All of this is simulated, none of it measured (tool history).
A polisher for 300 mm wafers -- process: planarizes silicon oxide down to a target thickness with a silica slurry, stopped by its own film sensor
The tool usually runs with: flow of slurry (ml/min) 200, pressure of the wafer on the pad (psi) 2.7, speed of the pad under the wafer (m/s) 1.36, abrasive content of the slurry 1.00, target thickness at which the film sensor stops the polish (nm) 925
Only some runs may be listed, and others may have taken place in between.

run   hour  flow of slurry (ml/min)  pressure of the wafer on the pad (psi)  speed of the pad under the wafer (m/s)  abrasive content of the slurry  target thickness at which the film sensor stops the polish (nm)  incoming thickness of the incoming film, nm  time until the film sensor stopped the polish (s)
  1    0.0                      200                                     2.7                                    1.12                            1.10                                                              925                                       1231.2                                              210.1
      43.9  -- worn pad replaced by a new one
  2   48.8                      200                                     2.7                                    1.36                            1.00                                                              956                                       1228.9                                              179.0
      59.3  -- head pressure recalibrated
  3   60.9                      200                                     2.7                                    1.36                            1.00                                                              956                                       1221.4                                              172.8
  4   76.2                      200                                     2.7                                    1.36                            1.00                                                              956                                       1223.8                                              177.9
  5   87.8                      200                                     2.7                                    1.36                            1.00                                                              925                                       1199.0                                              181.0
  6   96.1                      200                                     2.7                                    1.36                            1.00                                                              925                                       1209.7                                              187.5
  7  109.4                      200                                     2.4                                    1.36                            1.00                                                              925                                       1219.2                                              222.9
     124.4  -- conditioning disc replaced and pad reconditioned
  8  126.2                      200                                     2.7                                    1.36                            1.20                                                              925                                       1231.1                                              182.1
  9  133.2                      200                                     2.7                                    1.36                            1.20                                                              925                                       1204.0                                              170.4
     147.3  -- worn pad replaced by a new one
     148.9  -- slurry nozzle cleaned
 10  150.4                      200                                     3.2                                    1.36                            0.75                                                              844                                       1223.8                                              261.0
 11  160.2                      200                                     2.7                                    1.82                            1.15                                                              925                                       1220.1                                              143.5
 12  174.7                      200                                     2.4                                    1.14                            1.00                                                              925                                       1226.7                                              259.1
 13  191.3                      200                                     3.1                                    1.82                            1.00                                                              925                                       1203.8                                              129.5
 14  203.1                      200                                     3.5                                    1.36                            1.00                                                              925                                       1219.0                                              148.0
 15  221.0                      200                                     3.5                                    1.36                            1.15                                                              925                                       1220.7                                              134.2
 16  230.5                      140                                     2.7                                    1.36                            1.00                                                              925                                       1223.8                                              214.2
 17  246.2                      200                                     2.7                                    1.36                            1.00                                                              925                                       1237.0                                              210.2
     252.0  -- worn pad replaced by a new one
 18  260.8                      200                                     2.7                                    1.36                            0.70                                                              925                                       1224.8                                              266.4
 19  268.4                      200                                     2.7                                    1.36                            1.00                                                              925                                       1233.1                                              211.2
     273.5  -- slurry blender recalibrated
 20  281.6                      200                                     2.7                                    1.36                            1.00                                                              925                                       1206.1                                              147.4
 21  291.6                      200                                     2.7                                    1.18                            1.00                                                              925                                       1216.0                                              178.3
 22  309.4                      200                                     2.7                                    1.36                            1.00                                                              925                                       1200.3                                              151.9
     359.6  -- worn pad replaced by a new one
 23  360.1                      135                                     2.7                                    1.36                            1.00                                                              894                                       1210.9                                              202.8
 24  364.9                      260                                     2.7                                    1.64                            1.15                                                              848                                       1221.0                                              170.1
 25  379.0                      200                                     2.7                                    1.36                            1.00                                                              954                                       1233.3                                              165.7

5 options for the next run, each taken on its own from the tool as it stands now. Forecast them:
  A  379.5                      200                                     2.7                                    1.36                            1.00                                                              925                                       1229.1                                                  ?
  B  379.5                      200                                     2.3                                    1.36                            1.25                                                              925                                       1229.1                                                  ?
  C  379.5                      230                                     2.7                                    1.36                            1.00                                                              925                                       1229.1                                                  ?
  D  379.5                      155                                     2.7                                    1.36                            1.00                                                              925                                       1229.1                                                  ?
  E  379.5                      235                                     2.3                                    1.66                            1.00                                                              995                                       1229.1                                                  ?

run  time until the film sensor stopped the polish (s)
  A                                              183.0
  B                                              188.0
  C                                              179.7
  D                                              191.0
  E                                              138.1
The same runs, with their run-to-run variation unchanged, on a tool lacking any hidden condition would have given:
run  time until the film sensor stopped the polish (s)
  A                                              159.7
  B                                              167.1
  C                                              156.8
  D                                              166.6
  E                                              120.5
